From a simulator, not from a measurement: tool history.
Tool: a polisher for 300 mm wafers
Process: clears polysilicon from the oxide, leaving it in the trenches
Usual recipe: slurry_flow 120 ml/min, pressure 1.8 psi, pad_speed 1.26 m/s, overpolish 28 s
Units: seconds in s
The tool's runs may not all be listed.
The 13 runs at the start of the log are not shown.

run    hour  slurry_flow  pressure  pad_speed  overpolish  incoming thickness of the incoming film, nm  seconds
 14   987.9          120       1.8       1.26          28                                        654.3     59.6
     1063.2  -- worn pad replaced by a new one
 15  1064.8           95       1.8       1.26          28                                        655.8     58.4
 16  1212.8          120       1.8       1.26          28                                        644.4     56.3
 17  1275.2          120       2.0       1.26          28                                        661.3     54.6
 18  1349.5          120       1.8       1.26          19                                        662.0     59.6
 19  1417.8          120       1.3       1.26          28                                        663.6     71.1
 20  1518.5          120       1.8       1.26          28                                        650.1     59.7
     1558.9  -- slurry nozzle cleaned
     1584.0  -- head pressure recalibrated
 21  1612.7          155       2.1       1.26          44                                        642.6     50.1
     1648.4  -- worn pad replaced by a new one
 22  1680.1          105       2.2       1.26          28                                        647.9     48.4
 23  1742.4          155       1.8       1.26          28                                        645.0     54.2
 24  2045.4          120       2.1       1.58          13                                        644.7     41.4
 25  2084.4          120       1.8       1.26          28                                        651.6     60.4
 26  2183.5          135       2.1       0.86          42                                        647.9     78.7
     2229.9  -- worn pad replaced by a new one
 27  2274.9           85       1.5       1.58          43                                        646.2     55.5
     2329.6  -- slurry nozzle cleaned
 28  2380.1          120       1.8       1.26          28                                        648.1     55.0
 29  2423.4          120       1.8       1.26          28                                        638.6     56.0
 30  2526.0          120       1.8       1.26          28                                        646.9     56.6
 31  2595.8          120       1.8       1.04          12                                        657.7     70.6
     2599.3  -- head pressure recalibrated
 32  2701.4          120       2.4       1.26          23                                        642.5     48.0
 33  2752.2          120       1.8       1.26          28                                        648.0     57.8
 34  2809.9          120       1.8       1.26          28                                        638.3     61.1
 35  2869.5          120       1.8       1.58          28                                        658.6     49.9

Here are 3 independent what-if runs from the current tool condition. What would each one return?
  A  2869.9          120       1.8       1.26          44                                        647.0        ?
  B  2869.9          110       1.8       1.62          28                                        647.0        ?
  C  2869.9          120       2.0       1.58          28                                        647.0        ?

run  seconds
  A     63.6
  B     50.2
  C     47.6
Had the tool no hidden state, the same runs would have come out as:
run  seconds
  A     54.9
  B     43.2
  C     41.1
